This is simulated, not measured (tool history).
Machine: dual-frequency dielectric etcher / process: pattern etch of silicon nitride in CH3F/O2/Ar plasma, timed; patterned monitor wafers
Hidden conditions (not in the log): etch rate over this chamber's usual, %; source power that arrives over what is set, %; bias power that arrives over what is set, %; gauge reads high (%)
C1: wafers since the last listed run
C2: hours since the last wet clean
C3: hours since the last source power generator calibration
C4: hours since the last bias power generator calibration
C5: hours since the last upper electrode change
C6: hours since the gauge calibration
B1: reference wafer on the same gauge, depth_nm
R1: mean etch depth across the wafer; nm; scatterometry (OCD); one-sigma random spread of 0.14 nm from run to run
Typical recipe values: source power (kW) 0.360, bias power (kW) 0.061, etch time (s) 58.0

run 1 hour=0.0 | source_power_(kW)=0.360 bias_power_(kW)=0.061 etch_time_(s)=58.0 | C1=0 C2=678.9 C3=1407.6 C4=1221.3 C5=3267.4 C6=974.9 | B1=35.98 | R1=37.15
-- hour=7.5 wet clean of the chamber
run 2 hour=187.0 | source_power_(kW)=0.360 bias_power_(kW)=0.061 etch_time_(s)=58.0 | C1=1205 C2=179.5 C3=1594.6 C4=1408.3 C5=3454.4 C6=1161.9 | B1=35.99 | R1=38.36
run 3 hour=249.3 | source_power_(kW)=0.360 bias_power_(kW)=0.061 etch_time_(s)=58.0 | C1=418 C2=241.8 C3=1656.9 C4=1470.6 C5=3516.7 C6=1224.2 | B1=36.00 | R1=38.22
run 4 hour=347.3 | source_power_(kW)=0.360 bias_power_(kW)=0.052 etch_time_(s)=50.0 | C1=658 C2=339.8 C3=1754.9 C4=1568.6 C5=3614.7 C6=1322.2 | B1=35.99 | R1=30.26
run 5 hour=425.2 | source_power_(kW)=0.360 bias_power_(kW)=0.052 etch_time_(s)=50.0 | C1=523 C2=417.7 C3=1832.8 C4=1646.5 C5=3692.6 C6=1400.1 | B1=36.01 | R1=30.21
run 6 hour=533.1 | source_power_(kW)=0.360 bias_power_(kW)=0.061 etch_time_(s)=50.0 | C1=724 C2=525.6 C3=1940.7 C4=1754.4 C5=3800.5 C6=1508.0 | B1=35.98 | R1=32.41
run 7 hour=582.7 | source_power_(kW)=0.360 bias_power_(kW)=0.061 etch_time_(s)=50.0 | C1=333 C2=575.2 C3=1990.3 C4=1804.0 C5=3850.1 C6=1557.6 | B1=36.00 | R1=32.43
-- hour=629.2 gauge calibrated
run 8 hour=677.9 | source_power_(kW)=0.360 bias_power_(kW)=0.051 etch_time_(s)=58.0 | C1=639 C2=670.4 C3=2085.5 C4=1899.2 C5=3945.3 C6=48.7 | B1=35.98 | R1=34.61
-- hour=710.1 wet clean of the chamber
run 9 hour=762.1 | source_power_(kW)=0.360 bias_power_(kW)=0.051 etch_time_(s)=58.0 | C1=404 C2=52.0 C3=2169.7 C4=1983.4 C5=4029.5 C6=132.9 | B1=35.99 | R1=35.21
-- hour=835.9 upper electrode replaced
run 10 hour=836.4 | source_power_(kW)=0.360 bias_power_(kW)=0.051 etch_time_(s)=58.0 | C1=337 C2=126.3 C3=2244.0 C4=2057.7 C5=0.5 C6=207.2 | B1=36.00 | R1=35.07
run 11 hour=868.3 | source_power_(kW)=0.360 bias_power_(kW)=0.061 etch_time_(s)=58.0 | C1=214 C2=158.2 C3=2275.9 C4=2089.6 C5=32.4 C6=239.1 | B1=36.02 | R1=38.30
run 12 hour=975.6 | source_power_(kW)=0.320 bias_power_(kW)=0.061 etch_time_(s)=58.0 | C1=720 C2=265.5 C3=2383.2 C4=2196.9 C5=139.7 C6=346.4 | B1=36.00 | R1=36.88
run 13 hour=1026.4 | source_power_(kW)=0.430 bias_power_(kW)=0.069 etch_time_(s)=48.0 | C1=341 C2=316.3 C3=2434.0 C4=2247.7 C5=190.5 C6=397.2 | B1=35.99 | R1=35.31
-- hour=1052.2 source power generator calibrated
-- hour=1129.1 bias power generator calibrated
run 14 hour=1129.6 | source_power_(kW)=0.360 bias_power_(kW)=0.076 etch_time_(s)=51.5 | C1=639 C2=419.5 C3=77.4 C4=0.5 C5=293.7 C6=500.4 | B1=36.03 | R1=36.85
run 15 hour=1184.9 | source_power_(kW)=0.330 bias_power_(kW)=0.061 etch_time_(s)=67.5 | C1=371 C2=474.8 C3=132.7 C4=55.8 C5=349.0 C6=555.7 | B1=35.98 | R1=42.59
run 16 hour=1247.3 | source_power_(kW)=0.300 bias_power_(kW)=0.061 etch_time_(s)=58.0 | C1=419 C2=537.2 C3=195.1 C4=118.2 C5=411.4 C6=618.1 | B1=35.99 | R1=35.34
run 17 hour=1294.9 | source_power_(kW)=0.420 bias_power_(kW)=0.068 etch_time_(s)=74.5 | C1=319 C2=584.8 C3=242.7 C4=165.8 C5=459.0 C6=665.7 | B1=36.01 | R1=52.75
run 18 hour=1378.6 | source_power_(kW)=0.360 bias_power_(kW)=0.061 etch_time_(s)=58.0 | C1=562 C2=668.5 C3=326.4 C4=249.5 C5=542.7 C6=749.4 | B1=35.98 | R1=36.87
-- hour=1418.1 wet clean of the chamber
run 19 hour=1418.6 | source_power_(kW)=0.360 bias_power_(kW)=0.061 etch_time_(s)=50.0 | C1=107 C2=0.5 C3=366.4 C4=289.5 C5=582.7 C6=789.4 | B1=35.97 | R1=32.91
run 20 hour=1462.3 | source_power_(kW)=0.410 bias_power_(kW)=0.066 etch_time_(s)=71.5 | C1=293 C2=44.2 C3=410.1 C4=333.2 C5=626.4 C6=833.1 | B1=35.99 | R1=51.36
run 21 hour=1565.9 | source_power_(kW)=0.270 bias_power_(kW)=0.073 etch_time_(s)=73.0 | C1=696 C2=147.8 C3=513.7 C4=436.8 C5=730.0 C6=936.7 | B1=36.03 | R1=48.15
run 22 hour=1853.2 | source_power_(kW)=0.360 bias_power_(kW)=0.061 etch_time_(s)=70.5 | C1=1930 C2=435.1 C3=801.0 C4=724.1 C5=1017.3 C6=1224.0 | B1=36.03 | R1=45.97
run 23 hour=1901.9 | source_power_(kW)=0.340 bias_power_(kW)=0.061 etch_time_(s)=44.5 | C1=327 C2=483.8 C3=849.7 C4=772.8 C5=1066.0 C6=1272.7 | B1=36.02 | R1=28.55

Forecast each of these 4 alternatives for the next run:
run A hour=1902.3 | source_power_(kW)=0.360 bias_power_(kW)=0.061 etch_time_(s)=72.0 | C1=2 C2=484.2 C3=850.1 C4=773.2 C5=1066.4 C6=1273.1 | B1=? | R1=?
run B hour=1902.3 | source_power_(kW)=0.410 bias_power_(kW)=0.067 etch_time_(s)=58.0 | C1=2 C2=484.2 C3=850.1 C4=773.2 C5=1066.4 C6=1273.1 | B1=? | R1=?
run C hour=1902.3 | source_power_(kW)=0.420 bias_power_(kW)=0.051 etch_time_(s)=71.0 | C1=2 C2=484.2 C3=850.1 C4=773.2 C5=1066.4 C6=1273.1 | B1=? | R1=?
run D hour=1902.3 | source_power_(kW)=0.360 bias_power_(kW)=0.061 etch_time_(s)=71.0 | C1=2 C2=484.2 C3=850.1 C4=773.2 C5=1066.4 C6=1273.1 | B1=? | R1=?

run=A B1=36.01 R1=46.75
run=B B1=36.01 R1=40.96
run=C B1=36.01 R1=44.31
run=D B1=36.01 R1=46.10
Without the tool's hidden state the same runs would have given:
run=A R1=47.43
run=B R1=41.56
run=C R1=44.95
run=D R1=46.78
